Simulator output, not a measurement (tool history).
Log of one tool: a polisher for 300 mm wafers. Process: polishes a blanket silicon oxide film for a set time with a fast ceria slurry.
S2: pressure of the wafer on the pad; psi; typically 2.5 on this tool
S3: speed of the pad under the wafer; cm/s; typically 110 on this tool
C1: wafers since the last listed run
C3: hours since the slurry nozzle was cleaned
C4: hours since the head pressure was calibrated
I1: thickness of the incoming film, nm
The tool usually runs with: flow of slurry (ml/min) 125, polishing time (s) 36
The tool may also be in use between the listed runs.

{"run": 1, "hour": 0.0, "flow of slurry (ml/min)": 140, "S2": 2.5, "S3": 110, "polishing time (s)": 36, "C1": 0, "wafers polished on this pad": 734, "C3": 333.3, "C4": 566, "I1": 3007.7, "film removed (Å)": 5731}
{"run": 2, "hour": 44.1, "flow of slurry (ml/min)": 125, "S2": 2.5, "S3": 110, "polishing time (s)": 36, "C1": 486, "wafers polished on this pad": 1220, "C3": 377.4, "C4": 610.1, "I1": 3063.5, "film removed (Å)": 5452}
{"hour": 81.9, "done": "worn pad replaced by a new one"}
{"run": 3, "hour": 85.3, "flow of slurry (ml/min)": 125, "S2": 2.5, "S3": 110, "polishing time (s)": 36, "C1": 410, "wafers polished on this pad": 37, "C3": 418.6, "C4": 651.3, "I1": 3025.4, "film removed (Å)": 5674}
{"run": 4, "hour": 125.9, "flow of slurry (ml/min)": 125, "S2": 2.5, "S3": 110, "polishing time (s)": 46, "C1": 447, "wafers polished on this pad": 485, "C3": 459.2, "C4": 691.9, "I1": 2977.6, "film removed (Å)": 7163}
{"run": 5, "hour": 197.4, "flow of slurry (ml/min)": 125, "S2": 1.9, "S3": 110, "polishing time (s)": 36, "C1": 788, "wafers polished on this pad": 1274, "C3": 530.7, "C4": 763.4, "I1": 3059.7, "film removed (Å)": 4078}
{"hour": 225.9, "done": "worn pad replaced by a new one"}
{"run": 6, "hour": 266.2, "flow of slurry (ml/min)": 150, "S2": 2.5, "S3": 110, "polishing time (s)": 36, "C1": 714, "wafers polished on this pad": 444, "C3": 599.5, "C4": 832.2, "I1": 3058.3, "film removed (Å)": 5931}
{"run": 7, "hour": 318.3, "flow of slurry (ml/min)": 125, "S2": 2.5, "S3": 110, "polishing time (s)": 36, "C1": 574, "wafers polished on this pad": 1019, "C3": 651.6, "C4": 884.3, "I1": 3020.8, "film removed (Å)": 5468}
{"hour": 336.7, "done": "head pressure recalibrated"}
{"run": 8, "hour": 373.9, "flow of slurry (ml/min)": 125, "S2": 2.5, "S3": 110, "polishing time (s)": 36, "C1": 591, "wafers polished on this pad": 1610, "C3": 707.2, "C4": 37.2, "I1": 3034.3, "film removed (Å)": 5370}
{"hour": 400.0, "done": "worn pad replaced by a new one"}
{"run": 9, "hour": 422.3, "flow of slurry (ml/min)": 125, "S2": 2.5, "S3": 110, "polishing time (s)": 41, "C1": 489, "wafers polished on this pad": 245, "C3": 755.6, "C4": 85.6, "I1": 3014.9, "film removed (Å)": 6564}
{"run": 10, "hour": 447.6, "flow of slurry (ml/min)": 125, "S2": 2.5, "S3": 110, "polishing time (s)": 36, "C1": 279, "wafers polished on this pad": 524, "C3": 780.9, "C4": 110.9, "I1": 3007.3, "film removed (Å)": 5609}
{"run": 11, "hour": 478.8, "flow of slurry (ml/min)": 125, "S2": 2.7, "S3": 110, "polishing time (s)": 36, "C1": 344, "wafers polished on this pad": 868, "C3": 812.1, "C4": 142.1, "I1": 3027.7, "film removed (Å)": 6027}
{"hour": 536.2, "done": "slurry nozzle cleaned"}
{"run": 12, "hour": 538.7, "flow of slurry (ml/min)": 125, "S2": 1.9, "S3": 126, "polishing time (s)": 36, "C1": 649, "wafers polished on this pad": 1518, "C3": 2.5, "C4": 202, "I1": 3026.1, "film removed (Å)": 4713}
{"hour": 564.8, "done": "worn pad replaced by a new one"}
{"run": 13, "hour": 596.0, "flow of slurry (ml/min)": 125, "S2": 2.5, "S3": 110, "polishing time (s)": 30, "C1": 588, "wafers polished on this pad": 344, "C3": 59.8, "C4": 259.3, "I1": 3030.3, "film removed (Å)": 4807}
{"run": 14, "hour": 623.4, "flow of slurry (ml/min)": 145, "S2": 2.5, "S3": 74, "polishing time (s)": 36, "C1": 302, "wafers polished on this pad": 646, "C3": 87.2, "C4": 286.7, "I1": 3000.4, "film removed (Å)": 3879}
{"run": 15, "hour": 692.6, "flow of slurry (ml/min)": 125, "S2": 2.1, "S3": 110, "polishing time (s)": 36, "C1": 763, "wafers polished on this pad": 1410, "C3": 156.4, "C4": 355.9, "I1": 3079, "film removed (Å)": 4519}
{"hour": 736.8, "done": "worn pad replaced by a new one"}
{"run": 16, "hour": 804.8, "flow of slurry (ml/min)": 140, "S2": 2.9, "S3": 88, "polishing time (s)": 24, "C1": 1193, "wafers polished on this pad": 750, "C3": 268.6, "C4": 468.1, "I1": 3053.7, "film removed (Å)": 3596}

For some of the steps in film removed (Å) from one run to the next: how much would appear even if the tool had no hidden state, given the settings, what came in and random variation, and how much remains for the hidden state plus any gauge scatter that the measured result and the result without hidden state don't share?
The hidden state here: removal rate lost through wear of the pad, %; slurry flow missing at the pad, %; deviation of the head's pressure from its setpoint, %.
Run 4 -> 5: S2 2.5 -> 1.9, polishing time (s) 46 -> 36. film removed (Å) -3085: hidden state -38, all else -3047.
Run 8 -> 9: polishing time (s) 36 -> 41, worn pad replaced by a new one. film removed (Å) +1194: hidden state +304, all else +890.

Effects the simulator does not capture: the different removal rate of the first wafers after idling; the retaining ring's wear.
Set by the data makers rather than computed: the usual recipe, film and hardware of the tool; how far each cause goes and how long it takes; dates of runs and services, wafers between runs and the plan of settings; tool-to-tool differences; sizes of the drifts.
